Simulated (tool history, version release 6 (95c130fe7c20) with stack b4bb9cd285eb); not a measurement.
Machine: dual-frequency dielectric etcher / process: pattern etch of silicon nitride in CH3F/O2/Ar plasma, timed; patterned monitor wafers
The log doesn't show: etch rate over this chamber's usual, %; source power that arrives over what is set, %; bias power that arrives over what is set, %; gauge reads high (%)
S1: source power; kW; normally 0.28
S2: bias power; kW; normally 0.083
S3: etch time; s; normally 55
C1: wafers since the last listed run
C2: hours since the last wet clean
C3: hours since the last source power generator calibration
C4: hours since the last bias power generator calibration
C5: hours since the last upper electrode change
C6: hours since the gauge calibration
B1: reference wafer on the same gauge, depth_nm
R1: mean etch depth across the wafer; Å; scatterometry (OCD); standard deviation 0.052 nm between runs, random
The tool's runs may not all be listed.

{"run": 1, "hour": 0.0, "S1": 0.28, "S2": 0.083, "S3": 55, "C1": 0, "C2": 239.4, "C3": 3350.5, "C4": 2944.3, "C5": 2103.2, "C6": 504, "B1": 40.08, "R1": 346.1}
{"run": 2, "hour": 105.0, "S1": 0.28, "S2": 0.083, "S3": 55, "C1": 865, "C2": 344.4, "C3": 3455.5, "C4": 3049.3, "C5": 2208.2, "C6": 609, "B1": 40.08, "R1": 349}
{"run": 3, "hour": 130.3, "S1": 0.28, "S2": 0.083, "S3": 55, "C1": 208, "C2": 369.7, "C3": 3480.8, "C4": 3074.6, "C5": 2233.5, "C6": 634.3, "B1": 40.12, "R1": 348.4}
{"run": 4, "hour": 163.7, "S1": 0.28, "S2": 0.083, "S3": 67.5, "C1": 275, "C2": 403.1, "C3": 3514.2, "C4": 3108, "C5": 2266.9, "C6": 667.7, "B1": 40.12, "R1": 427.7}
{"hour": 211.2, "done": "bias power generator calibrated"}
{"hour": 212.1, "done": "upper electrode replaced"}
{"run": 5, "hour": 212.6, "S1": 0.28, "S2": 0.083, "S3": 67.5, "C1": 362, "C2": 452, "C3": 3563.1, "C4": 1.4, "C5": 0.5, "C6": 716.6, "B1": 40.1, "R1": 428.4}
{"run": 6, "hour": 220.8, "S1": 0.28, "S2": 0.07, "S3": 55, "C1": 67, "C2": 460.2, "C3": 3571.3, "C4": 9.6, "C5": 8.7, "C6": 724.8, "B1": 40.1, "R1": 323.4}
{"run": 7, "hour": 236.8, "S1": 0.28, "S2": 0.083, "S3": 46.5, "C1": 131, "C2": 476.2, "C3": 3587.3, "C4": 25.6, "C5": 24.7, "C6": 740.8, "B1": 40.1, "R1": 296}
{"run": 8, "hour": 265.6, "S1": 0.28, "S2": 0.083, "S3": 46.5, "C1": 237, "C2": 505, "C3": 3616.1, "C4": 54.4, "C5": 53.5, "C6": 769.6, "B1": 40.1, "R1": 295.7}
{"hour": 280.4, "done": "gauge calibrated"}
{"hour": 297.7, "done": "wet clean of the chamber"}
{"run": 9, "hour": 298.2, "S1": 0.28, "S2": 0.083, "S3": 55, "C1": 70, "C2": 0.5, "C3": 3648.7, "C4": 87, "C5": 86.1, "C6": 17.8, "B1": 40.11, "R1": 343}
{"run": 10, "hour": 309.9, "S1": 0.28, "S2": 0.083, "S3": 55, "C1": 96, "C2": 12.2, "C3": 3660.4, "C4": 98.7, "C5": 97.8, "C6": 29.5, "B1": 40.12, "R1": 343}
{"hour": 331.2, "done": "source power generator calibrated"}
{"run": 11, "hour": 331.7, "S1": 0.24, "S2": 0.083, "S3": 55, "C1": 146, "C2": 34, "C3": 0.5, "C4": 120.5, "C5": 119.6, "C6": 51.3, "B1": 40.1, "R1": 332.9}
{"run": 12, "hour": 353.6, "S1": 0.28, "S2": 0.092, "S3": 38.5, "C1": 180, "C2": 55.9, "C3": 22.4, "C4": 142.4, "C5": 141.5, "C6": 73.2, "B1": 40.11, "R1": 252.4}
{"run": 13, "hour": 367.1, "S1": 0.3, "S2": 0.074, "S3": 55, "C1": 111, "C2": 69.4, "C3": 35.9, "C4": 155.9, "C5": 155, "C6": 86.7, "B1": 40.07, "R1": 332}
{"run": 14, "hour": 442.6, "S1": 0.22, "S2": 0.098, "S3": 55, "C1": 622, "C2": 144.9, "C3": 111.4, "C4": 231.4, "C5": 230.5, "C6": 162.2, "B1": 40.09, "R1": 351.4}
{"run": 15, "hour": 464.9, "S1": 0.28, "S2": 0.083, "S3": 64.5, "C1": 183, "C2": 167.2, "C3": 133.7, "C4": 253.7, "C5": 252.8, "C6": 184.5, "B1": 40.11, "R1": 405.8}
{"run": 16, "hour": 484.1, "S1": 0.28, "S2": 0.083, "S3": 55, "C1": 158, "C2": 186.4, "C3": 152.9, "C4": 272.9, "C5": 272, "C6": 203.7, "B1": 40.09, "R1": 345.6}
{"run": 17, "hour": 502.3, "S1": 0.32, "S2": 0.083, "S3": 47, "C1": 150, "C2": 204.6, "C3": 171.1, "C4": 291.1, "C5": 290.2, "C6": 221.9, "B1": 40.12, "R1": 305}
{"run": 18, "hour": 532.1, "S1": 0.28, "S2": 0.083, "S3": 55, "C1": 245, "C2": 234.4, "C3": 200.9, "C4": 320.9, "C5": 320, "C6": 251.7, "B1": 40.09, "R1": 346.7}
{"run": 19, "hour": 610.0, "S1": 0.33, "S2": 0.098, "S3": 43, "C1": 642, "C2": 312.3, "C3": 278.8, "C4": 398.8, "C5": 397.9, "C6": 329.6, "B1": 40.09, "R1": 304}
{"run": 20, "hour": 637.8, "S1": 0.28, "S2": 0.083, "S3": 55, "C1": 229, "C2": 340.1, "C3": 306.6, "C4": 426.6, "C5": 425.7, "C6": 357.4, "B1": 40.1, "R1": 347.5}
{"run": 21, "hour": 666.9, "S1": 0.31, "S2": 0.074, "S3": 65.5, "C1": 239, "C2": 369.2, "C3": 335.7, "C4": 455.7, "C5": 454.8, "C6": 386.5, "B1": 40.1, "R1": 403.6}
{"run": 22, "hour": 683.3, "S1": 0.28, "S2": 0.083, "S3": 55, "C1": 135, "C2": 385.6, "C3": 352.1, "C4": 472.1, "C5": 471.2, "C6": 402.9, "B1": 40.1, "R1": 348.4}

What if the next run were any one of these 5? Each begins from the tool's condition after run 22:
{"run": "A", "hour": 683.7, "S1": 0.28, "S2": 0.069, "S3": 55, "C1": 3, "C2": 386, "C3": 352.5, "C4": 472.5, "C5": 471.6, "C6": 403.3, "B1": "?", "R1": "?"}
{"run": "B", "hour": 683.7, "S1": 0.23, "S2": 0.072, "S3": 46.5, "C1": 3, "C2": 386, "C3": 352.5, "C4": 472.5, "C5": 471.6, "C6": 403.3, "B1": "?", "R1": "?"}
{"run": "C", "hour": 683.7, "S1": 0.28, "S2": 0.091, "S3": 55, "C1": 3, "C2": 386, "C3": 352.5, "C4": 472.5, "C5": 471.6, "C6": 403.3, "B1": "?", "R1": "?"}
{"run": "D", "hour": 683.7, "S1": 0.22, "S2": 0.083, "S3": 55, "C1": 3, "C2": 386, "C3": 352.5, "C4": 472.5, "C5": 471.6, "C6": 403.3, "B1": "?", "R1": "?"}
{"run": "E", "hour": 683.7, "S1": 0.33, "S2": 0.094, "S3": 47.5, "C1": 3, "C2": 386, "C3": 352.5, "C4": 472.5, "C5": 471.6, "C6": 403.3, "B1": "?", "R1": "?"}

run=A B1=40.09 R1=320.3
run=B B1=40.09 R1=264.1
run=C B1=40.09 R1=362.5
run=D B1=40.09 R1=330
run=E B1=40.09 R1=330.2
With the hidden condition removed and each run's random variation left untouched, the same runs would have given:
run=A R1=316.2
run=B R1=260.7
run=C R1=357.8
run=D R1=325.7
run=E R1=326
